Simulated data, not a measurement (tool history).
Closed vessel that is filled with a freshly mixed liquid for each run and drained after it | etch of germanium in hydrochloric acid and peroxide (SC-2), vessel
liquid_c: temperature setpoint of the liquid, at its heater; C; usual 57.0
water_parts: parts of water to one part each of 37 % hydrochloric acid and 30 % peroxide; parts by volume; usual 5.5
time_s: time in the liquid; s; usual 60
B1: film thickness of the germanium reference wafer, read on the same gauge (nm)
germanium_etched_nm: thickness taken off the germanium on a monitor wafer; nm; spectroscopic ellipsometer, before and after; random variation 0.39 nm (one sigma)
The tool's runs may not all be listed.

Run 1, hour 0.0: usual settings but time_s 35 s; B1 100.01. Result: germanium_etched_nm 68.32 nm.
Run 2, hour 33.1: usual settings but time_s 35 s; B1 99.96. Result: germanium_etched_nm 67.93 nm.
Run 3, hour 49.3: usual settings; B1 99.98. Result: germanium_etched_nm 116.63 nm.
Run 4, hour 69.4: usual settings; B1 100.03. Result: germanium_etched_nm 116.46 nm.
Run 5, hour 94.6: usual settings; B1 100.02. Result: germanium_etched_nm 116.48 nm.
Run 6, hour 128.6: usual settings but liquid_c 60.5 C; B1 100.00. Result: germanium_etched_nm 130.52 nm.
Run 7, hour 154.0: usual settings but time_s 85 s; B1 100.01. Result: germanium_etched_nm 165.50 nm.
Run 8, hour 185.2: usual settings but time_s 85 s; B1 99.97. Result: germanium_etched_nm 165.09 nm.
Run 9, hour 202.9: usual settings; B1 100.00. Result: germanium_etched_nm 117.18 nm.
Run 10, hour 218.9: usual settings but water_parts 4.0 parts by volume, time_s 85 s; B1 100.01. Result: germanium_etched_nm 167.64 nm.
Run 11, hour 248.8: usual settings but water_parts 4.0 parts by volume, time_s 85 s; B1 100.00. Result: germanium_etched_nm 168.17 nm.
Run 12, hour 284.8: usual settings; B1 100.00. Result: germanium_etched_nm 117.58 nm.
At hour 290.2: chemicals flow meter replaced.
At hour 303.7: gauge calibrated.
Run 13, hour 309.2: usual settings but liquid_c 51.0 C, water_parts 7.0 parts by volume; B1 100.00. Result: germanium_etched_nm 96.34 nm.
Run 14, hour 340.6: usual settings but time_s 85 s; B1 100.00. Result: germanium_etched_nm 165.98 nm.
Run 15, hour 382.2: usual settings; B1 100.01. Result: germanium_etched_nm 117.38 nm.
Run 16, hour 423.9: usual settings but water_parts 4.0 parts by volume, time_s 50 s; B1 100.05. Result: germanium_etched_nm 99.12 nm.
At hour 425.1: thermometer replaced.
Run 17, hour 450.0: usual settings but liquid_c 51.0 C, water_parts 4.0 parts by volume, time_s 70 s; B1 100.01. Result: germanium_etched_nm 105.53 nm.
Run 18, hour 476.4: usual settings but liquid_c 48.0 C; B1 99.97. Result: germanium_etched_nm 81.73 nm.
Run 19, hour 505.6: usual settings but liquid_c 51.0 C, water_parts 4.0 parts by volume, time_s 70 s; B1 99.99. Result: germanium_etched_nm 105.50 nm.
Run 20, hour 518.7: usual settings but water_parts 4.5 parts by volume, time_s 80 s; B1 100.01. Result: germanium_etched_nm 145.13 nm.
At hour 528.5: new drum of peroxide connected.
Run 21, hour 535.2: usual settings but liquid_c 49.0 C, water_parts 7.0 parts by volume; B1 99.98. Result: germanium_etched_nm 83.51 nm.
Run 22, hour 550.5: usual settings but liquid_c 60.5 C, time_s 75 s; B1 99.98. Result: germanium_etched_nm 151.68 nm.
Run 23, hour 579.4: usual settings but liquid_c 53.0 C, water_parts 4.0 parts by volume; B1 99.99. Result: germanium_etched_nm 97.24 nm.
Run 24, hour 606.1: usual settings but water_parts 6.5 parts by volume; B1 99.99. Result: germanium_etched_nm 107.74 nm.
Run 25, hour 620.0: usual settings but water_parts 8.0 parts by volume; B1 100.02. Result: germanium_etched_nm 105.72 nm.
Run 26, hour 633.8: usual settings but liquid_c 67.0 C, water_parts 4.5 parts by volume, time_s 75 s; B1 100.00. Result: germanium_etched_nm 184.80 nm.
Run 27, hour 645.9: usual settings but liquid_c 50.5 C, water_parts 4.0 parts by volume, time_s 30 s; B1 99.96. Result: germanium_etched_nm 44.75 nm.
Run 28, hour 668.4: usual settings but liquid_c 67.0 C, time_s 80 s; B1 99.98. Result: germanium_etched_nm 196.40 nm.
Run 29, hour 704.3: usual settings but water_parts 8.5 parts by volume, time_s 75 s; B1 100.02. Result: germanium_etched_nm 132.15 nm.

5 ways to go on from here, each from the tool as it stands after run 29. What would each give?
Run A, hour 705.0: usual settings; B1 ?. Result: germanium_etched_nm ?.
Run B, hour 705.0: usual settings but liquid_c 53.5 C, time_s 80 s; B1 ?. Result: germanium_etched_nm ?.
Run C, hour 705.0: usual settings but liquid_c 53.0 C, water_parts 7.5 parts by volume, time_s 80 s; B1 ?. Result: germanium_etched_nm ?.
Run D, hour 705.0: usual settings but liquid_c 49.5 C, time_s 35 s; B1 ?. Result: germanium_etched_nm ?.
Run E, hour 705.0: usual settings but liquid_c 66.5 C; B1 ?. Result: germanium_etched_nm ?.

run      B1  germanium_etched_nm
  A  100.00               109.06
  B  100.00               130.48
  C  100.00               126.50
  D  100.00                50.28
  E  100.00               144.58
Without the tool's hidden state the same runs would have given:
run  germanium_etched_nm
  A               107.96
  B               129.14
  C               125.21
  D                49.75
  E               143.21

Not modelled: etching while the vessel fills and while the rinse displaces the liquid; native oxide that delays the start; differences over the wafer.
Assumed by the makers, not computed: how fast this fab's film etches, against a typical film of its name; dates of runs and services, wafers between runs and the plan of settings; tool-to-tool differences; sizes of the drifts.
